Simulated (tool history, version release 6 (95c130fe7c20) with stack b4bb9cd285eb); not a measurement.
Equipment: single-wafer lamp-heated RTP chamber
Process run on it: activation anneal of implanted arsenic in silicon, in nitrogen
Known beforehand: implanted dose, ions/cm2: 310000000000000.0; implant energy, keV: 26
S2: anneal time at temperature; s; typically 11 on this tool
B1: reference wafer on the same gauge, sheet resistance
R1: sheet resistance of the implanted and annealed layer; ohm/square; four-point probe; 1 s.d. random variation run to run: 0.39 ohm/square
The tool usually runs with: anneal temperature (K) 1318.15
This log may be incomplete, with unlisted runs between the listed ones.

{"run": 1, "hour": 0.0, "anneal temperature (K)": 1318.15, "S2": 11, "B1": 229, "R1": 260.47}
{"run": 2, "hour": 46.7, "anneal temperature (K)": 1318.15, "S2": 11, "B1": 228.97, "R1": 260.61}
{"run": 3, "hour": 105.1, "anneal temperature (K)": 1318.15, "S2": 11, "B1": 228.98, "R1": 260.37}
{"run": 4, "hour": 154.1, "anneal temperature (K)": 1318.15, "S2": 11, "B1": 229.01, "R1": 260.1}
{"run": 5, "hour": 223.8, "anneal temperature (K)": 1318.15, "S2": 11, "B1": 228.95, "R1": 260.33}
{"hour": 235.1, "done": "pyrometer window cleaned and pyrometer calibrated"}
{"run": 6, "hour": 268.4, "anneal temperature (K)": 1318.15, "S2": 11, "B1": 228.96, "R1": 260.59}
{"run": 7, "hour": 347.8, "anneal temperature (K)": 1318.15, "S2": 11, "B1": 229.02, "R1": 260.4}
{"run": 8, "hour": 443.0, "anneal temperature (K)": 1342.15, "S2": 7, "B1": 228.97, "R1": 259.71}
{"run": 9, "hour": 547.7, "anneal temperature (K)": 1318.15, "S2": 11, "B1": 228.99, "R1": 260.22}
{"run": 10, "hour": 655.1, "anneal temperature (K)": 1318.15, "S2": 11, "B1": 229.11, "R1": 259.58}
{"run": 11, "hour": 718.0, "anneal temperature (K)": 1318.15, "S2": 11, "B1": 229.01, "R1": 260.48}
{"hour": 744.0, "done": "reflector plate cleaned"}
{"run": 12, "hour": 796.6, "anneal temperature (K)": 1318.15, "S2": 11, "B1": 228.97, "R1": 260.29}
{"hour": 809.6, "done": "pyrometer window cleaned and pyrometer calibrated"}
{"run": 13, "hour": 867.3, "anneal temperature (K)": 1318.15, "S2": 11, "B1": 229.08, "R1": 260.27}
{"run": 14, "hour": 1101.0, "anneal temperature (K)": 1318.15, "S2": 11, "B1": 228.94, "R1": 259.87}
{"run": 15, "hour": 1200.0, "anneal temperature (K)": 1318.15, "S2": 11, "B1": 228.99, "R1": 260.34}
{"hour": 1203.7, "done": "gauge calibrated"}
{"run": 16, "hour": 1247.1, "anneal temperature (K)": 1327.15, "S2": 16, "B1": 228.94, "R1": 257.42}
{"run": 17, "hour": 1291.0, "anneal temperature (K)": 1318.15, "S2": 11, "B1": 228.91, "R1": 260.21}
{"hour": 1324.2, "done": "pyrometer window cleaned and pyrometer calibrated"}
{"run": 18, "hour": 1350.4, "anneal temperature (K)": 1318.15, "S2": 11, "B1": 228.99, "R1": 260.72}
{"run": 19, "hour": 1441.6, "anneal temperature (K)": 1335.15, "S2": 14, "B1": 228.99, "R1": 257.37}
{"run": 20, "hour": 1495.4, "anneal temperature (K)": 1303.15, "S2": 8, "B1": 228.99, "R1": 262.8}
{"hour": 1512.2, "done": "reflector plate cleaned"}
{"run": 21, "hour": 1567.6, "anneal temperature (K)": 1318.15, "S2": 8, "B1": 229.03, "R1": 261.29}
{"run": 22, "hour": 1633.8, "anneal temperature (K)": 1318.15, "S2": 14, "B1": 229.05, "R1": 259.76}
{"run": 23, "hour": 1671.5, "anneal temperature (K)": 1342.15, "S2": 11, "B1": 229.03, "R1": 258.51}

Run 24 is up next; what results do you expect?
{"hour": 1859.5, "done": "pyrometer window cleaned and pyrometer calibrated"}
{"run": 24, "hour": 1931.8, "anneal temperature (K)": 1318.15, "S2": 11, "B1": "?", "R1": "?"}

B1: 228.98
R1: 260.11 ohm/square
On a tool with no hidden condition, and with the same random variation, this run would have come out at R1 260.11 ohm/square.
